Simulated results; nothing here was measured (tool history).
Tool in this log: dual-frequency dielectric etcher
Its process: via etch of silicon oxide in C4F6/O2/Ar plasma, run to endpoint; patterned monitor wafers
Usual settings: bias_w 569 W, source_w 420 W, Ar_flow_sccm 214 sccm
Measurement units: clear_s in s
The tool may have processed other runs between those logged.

run	hour	bias_w	source_w	Ar_flow_sccm	wafers since the last listed run	hours since the last wet clean	hours since the last bias power generator calibration	hours since the last source power generator calibration	hours since the last Ar flow controller change	hours since the last upper electrode change	incoming incoming film thickness, nm	clear_s
1	0	569	420	238	0	0.5	1955.6	2754.2	3620.5	4778.4	116.2	24.4
2	67.4	530	420	190	576	67.9	2023	2821.6	3687.9	4845.8	118.1	24.9
3	112.9	530	420	190	389	113.4	2068.5	2867.1	3733.4	4891.3	117.4	24.7
# hour 142.2: upper electrode replaced
4	159.2	530	420	190	190	159.7	2114.8	2913.4	3779.7	17	118.1	24.8
5	210.1	520	420	214	435	210.6	2165.7	2964.3	3830.6	67.9	117.1	25.1
# hour 241.5: source power generator calibrated
6	262.2	520	420	214	411	262.7	2217.8	20.7	3882.7	120	119.2	25.3
7	299.9	569	420	172	322	300.4	2255.5	58.4	3920.4	157.7	117.7	23.3
8	351	569	420	172	437	351.5	2306.6	109.5	3971.5	208.8	118.4	23.5
9	439.1	569	420	172	753	439.6	2394.7	197.6	4059.6	296.9	117.6	23.4
# hour 489.1: wet clean of the chamber
10	489.6	569	420	214	226	0.5	2445.2	248.1	4110.1	347.4	117.7	23.8
11	556.4	569	420	214	571	67.3	2512	314.9	4176.9	414.2	116.5	23.6
12	650.1	569	420	238	801	161	2605.7	408.6	4270.6	507.9	116.8	24.2
13	706.5	508	340	164	482	217.4	2662.1	465	4327	564.3	118	27.2
14	788.6	428	420	251	702	299.5	2744.2	547.1	4409.1	646.4	117.2	27.8
15	860.8	569	420	214	617	371.7	2816.4	619.3	4481.3	718.6	117.2	23.9
# hour 944.6: wet clean of the chamber
16	949.4	569	420	214	552	4.8	2905	707.9	4569.9	807.2	118	23.9
17	1009.4	569	510	214	513	64.8	2965	767.9	4629.9	867.2	118.6	22.1
18	1094.6	466	500	214	728	150	3050.2	853.1	4715.1	952.4	117.7	24.3
19	1157.1	569	420	203	534	212.5	3112.7	915.6	4777.6	1014.9	117	23.8
# hour 1164.1: bias power generator calibrated
20	1260.8	489	420	214	852	316.2	96.7	1019.3	4881.3	1118.6	117.2	25.7
# hour 1364.2: Ar flow controller replaced
21	1364.7	569	420	193	837	420.1	200.6	1123.2	0.5	1222.5	118.4	23.8
# hour 1441.2: wet clean of the chamber
22	1441.7	687	350	189	453	0.5	277.6	1200.2	77.5	1299.5	117.1	23.6
23	1469	665	340	163	233	27.8	304.9	1227.5	104.8	1326.8	118.6	24.5
24	1517.7	489	420	214	416	76.5	353.6	1276.2	153.5	1375.5	116.4	25.5
25	1590.5	461	420	214	622	149.3	426.4	1349	226.3	1448.3	117	26.5
26	1696.5	569	420	214	906	255.3	532.4	1455	332.3	1554.3	118.5	24.5
27	1769.9	658	460	248	627	328.7	605.8	1528.4	405.7	1627.7	117.9	21.8
28	1861.2	569	420	214	780	420	697.1	1619.7	497	1719	117.5	23.9

5 options for the next run, each taken on its own from the tool as it stands now. Forecast them:
A	1861.6	569	420	214	3	420.4	697.5	1620.1	497.4	1719.4	117.4	?
B	1861.6	631	420	241	3	420.4	697.5	1620.1	497.4	1719.4	117.4	?
C	1861.6	475	460	214	3	420.4	697.5	1620.1	497.4	1719.4	117.4	?
D	1861.6	614	390	199	3	420.4	697.5	1620.1	497.4	1719.4	117.4	?
E	1861.6	569	460	180	3	420.4	697.5	1620.1	497.4	1719.4	117.4	?

run	clear_s
A	24
B	23.2
C	24.9
D	23.8
E	22.6
With no hidden state in the tool, these same runs would have given:
run	clear_s
A	23.7
B	22.9
C	24.6
D	23.5
E	22.2
